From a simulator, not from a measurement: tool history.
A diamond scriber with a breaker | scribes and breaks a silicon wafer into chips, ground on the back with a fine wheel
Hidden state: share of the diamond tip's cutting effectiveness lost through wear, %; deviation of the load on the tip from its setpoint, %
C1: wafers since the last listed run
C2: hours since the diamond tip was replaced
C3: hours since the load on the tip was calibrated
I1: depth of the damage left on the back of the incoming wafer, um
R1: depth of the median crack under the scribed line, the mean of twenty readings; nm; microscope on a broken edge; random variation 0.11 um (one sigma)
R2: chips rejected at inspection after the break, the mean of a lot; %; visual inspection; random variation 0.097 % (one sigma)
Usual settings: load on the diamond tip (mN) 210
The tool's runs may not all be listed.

Run 1, hour 0: usual settings but load on the diamond tip (mN) 233; C1 0; C2 482.6; C3 152.8; I1 2.55. Result: R1 8650 nm, R2 2.8 %.
Run 2, hour 98.9: usual settings but load on the diamond tip (mN) 233; C1 203; C2 581.5; C3 251.7; I1 2.07. Result: R1 8400 nm, R2 2.05 %.
Run 3, hour 204.2: usual settings; C1 216; C2 686.8; C3 357; I1 1.62. Result: R1 7660 nm, R2 4.25 %.
Run 4, hour 279.6: usual settings; C1 155; C2 762.2; C3 432.4; I1 2.81. Result: R1 7400 nm, R2 8.89 %.
Run 5, hour 325.1: usual settings; C1 93; C2 807.7; C3 477.9; I1 1.89. Result: R1 7410 nm, R2 6.73 %.
Run 6, hour 363.8: usual settings; C1 79; C2 846.4; C3 516.6; I1 2.83. Result: R1 7270 nm, R2 10.56 %.
Run 7, hour 438.6: usual settings; C1 154; C2 921.2; C3 591.4; I1 2.93. Result: R1 7110 nm, R2 13.21 %.
Run 8, hour 545.3: usual settings but load on the diamond tip (mN) 246; C1 219; C2 1027.9; C3 698.1; I1 2.87. Result: R1 7750 nm, R2 5.94 %.
Run 9, hour 630: usual settings but load on the diamond tip (mN) 246; C1 174; C2 1112.6; C3 782.8; I1 2.5. Result: R1 7500 nm, R2 5.94 %.
At hour 680.8: diamond tip replaced by a new one.
Run 10, hour 702.6: usual settings but load on the diamond tip (mN) 246; C1 145; C2 21.8; C3 855.4; I1 1.74. Result: R1 8510 nm, R2 1.26 %.
At hour 774.7: load on the tip recalibrated.
Run 11, hour 787.2: usual settings but load on the diamond tip (mN) 250; C1 170; C2 106.4; C3 12.5; I1 1.82. Result: R1 9910 nm, R2 3.53 %.
Run 12, hour 837.8: usual settings but load on the diamond tip (mN) 250; C1 104; C2 157; C3 63.1; I1 2.22. Result: R1 9960 nm, R2 2.9 %.
Run 13, hour 888.2: usual settings but load on the diamond tip (mN) 250; C1 103; C2 207.4; C3 113.5; I1 2.47. Result: R1 9660 nm, R2 3.21 %.
Run 14, hour 957.1: usual settings; C1 141; C2 276.3; C3 182.4; I1 2.66. Result: R1 8330 nm, R2 3.9 %.
Run 15, hour 1047.7: usual settings but load on the diamond tip (mN) 178; C1 186; C2 366.9; C3 273; I1 1.98. Result: R1 7000 nm, R2 9.22 %.
Run 16, hour 1121: usual settings but load on the diamond tip (mN) 152; C1 151; C2 440.2; C3 346.3; I1 2.06. Result: R1 6020 nm, R2 20.78 %.
Run 17, hour 1162.2: usual settings but load on the diamond tip (mN) 193; C1 84; C2 481.4; C3 387.5; I1 1.82. Result: R1 7350 nm, R2 6.52 %.
Run 18, hour 1261: usual settings but load on the diamond tip (mN) 187; C1 203; C2 580.2; C3 486.3; I1 2.27. Result: R1 6890 nm, R2 10.7 %.
Run 19, hour 1351.8: usual settings but load on the diamond tip (mN) 250; C1 187; C2 671; C3 577.1; I1 2.44. Result: R1 8450 nm, R2 2.54 %.
Run 20, hour 1430.7: usual settings; C1 162; C2 749.9; C3 656; I1 2.92. Result: R1 7430 nm, R2 8.56 %.
Run 21, hour 1535.3: usual settings; C1 215; C2 854.5; C3 760.6; I1 1.77. Result: R1 7130 nm, R2 7.2 %.
Run 22, hour 1597.8: usual settings but load on the diamond tip (mN) 183; C1 128; C2 917; C3 823.1; I1 1.71. Result: R1 6190 nm, R2 14.93 %.
At hour 1615.9: load on the tip recalibrated.
Run 23, hour 1698.1: usual settings; C1 202; C2 1017.3; C3 82.2; I1 2.77. Result: R1 7480 nm, R2 8.1 %.
Run 24, hour 1766.1: usual settings but load on the diamond tip (mN) 190; C1 140; C2 1085.3; C3 150.2; I1 1.8. Result: R1 6660 nm, R2 11.87 %.
At hour 1796.6: diamond tip replaced by a new one.
Run 25, hour 1848.7: usual settings but load on the diamond tip (mN) 260; C1 166; C2 52.1; C3 232.8; I1 2.61. Result: R1 9760 nm, R2 3.47 %.
Run 26, hour 1896.8: usual settings but load on the diamond tip (mN) 244; C1 99; C2 100.2; C3 280.9; I1 1.91. Result: R1 9170 nm, R2 1.4 %.
Run 27, hour 1941.8: usual settings but load on the diamond tip (mN) 253; C1 92; C2 145.2; C3 325.9; I1 2.98. Result: R1 9320 nm, R2 3.68 %.
Run 28, hour 1984.2: usual settings; C1 87; C2 187.6; C3 368.3; I1 2.34. Result: R1 7920 nm, R2 4.29 %.
Run 29, hour 2035.3: usual settings; C1 105; C2 238.7; C3 419.4; I1 2.37. Result: R1 7930 nm, R2 5.06 %.

Measured less the same run without the tool's hidden state. The same run-to-run variation is in both; the gauge's scatter may not be:
run     R1      R2
  1   -860   -0.48
  2  -1140   -0.38
  3  -1310   +3.33
  4  -1460   +5.77
  5  -1560   +5.42
  6  -1630    +7.3
  7  -1780   +9.41
  8  -2220   +1.71
  9  -2390    +2.1
 10  -1460   -1.83
 11   -150   -0.57
 12   -330   -0.96
 13   -490   -1.41
 14   -610   +1.15
 15   -690    +4.8
 16   -710    +8.7
 17   -940   +4.48
 18  -1060   +7.04
 19  -1480      -2
 20  -1450    +5.4
 21  -1590      +6
 22  -1490  +11.94
 23  -1290   +4.91
 24  -1430   +9.54
 25   -860   -2.73
 26   -910   -1.74
 27  -1020   -1.97
 28   -930   +2.23
 29  -1010   +2.77
